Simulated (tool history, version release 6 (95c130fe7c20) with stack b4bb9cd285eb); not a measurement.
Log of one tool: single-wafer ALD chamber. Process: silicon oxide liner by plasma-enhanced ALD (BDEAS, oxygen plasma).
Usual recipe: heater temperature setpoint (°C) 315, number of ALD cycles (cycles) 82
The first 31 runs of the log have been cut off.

run    hour  heater temperature setpoint (°C)  number of ALD cycles (cycles)  wafers since the last listed run  hours since the last thermocouple change  hours since the gauge calibration  read-back reference wafer on the same gauge, thickness_nm  mean film thickness on the monitor wafer (nm)
 32  2773.7                               308                             82                               460                                    1130.9                             1319.4                                                      7.339                                          7.361
 33  2814.5                               305                             71                               146                                    1171.7                             1360.2                                                      7.332                                          6.395
 34  2882.4                               301                             96                               243                                    1239.6                             1428.1                                                      7.328                                          8.697
 35  2944.7                               315                             82                               223                                    1301.9                             1490.4                                                      7.326                                          7.251
 36  3039.7                               323                             67                               340                                    1396.9                             1585.4                                                      7.322                                          5.897
     3102.6  -- thermocouple changed; heater temperature recalibrated
 37  3115.6                               315                             82                               243                                      13.0                             1661.3                                                      7.342                                          7.291
 38  3176.8                               311                             69                               219                                      74.2                             1722.5                                                      7.324                                          6.157
 39  3217.8                               315                             82                               146                                     115.2                             1763.5                                                      7.344                                          7.208

4 options for the next run, each taken on its own from the tool as it stands now. Forecast them:
  A  3218.3                               315                             93                                 1                                     115.7                             1764.0                                                          ?                                              ?
  B  3218.3                               315                             73                                 1                                     115.7                             1764.0                                                          ?                                              ?
  C  3218.3                               308                             77                                 1                                     115.7                             1764.0                                                          ?                                              ?
  D  3218.3                               304                             96                                 1                                     115.7                             1764.0                                                          ?                                              ?

run  read-back reference wafer on the same gauge, thickness_nm  mean film thickness on the monitor wafer (nm)
  A                                                      7.324                                          8.259
  B                                                      7.324                                          6.483
  C                                                      7.324                                          6.898
  D                                                      7.324                                          8.643
Stripped of hidden state, with their random variation kept, the same runs would have yielded:
run  mean film thickness on the monitor wafer (nm)
  A                                          8.259
  B                                          6.483
  C                                          6.898
  D                                          8.643
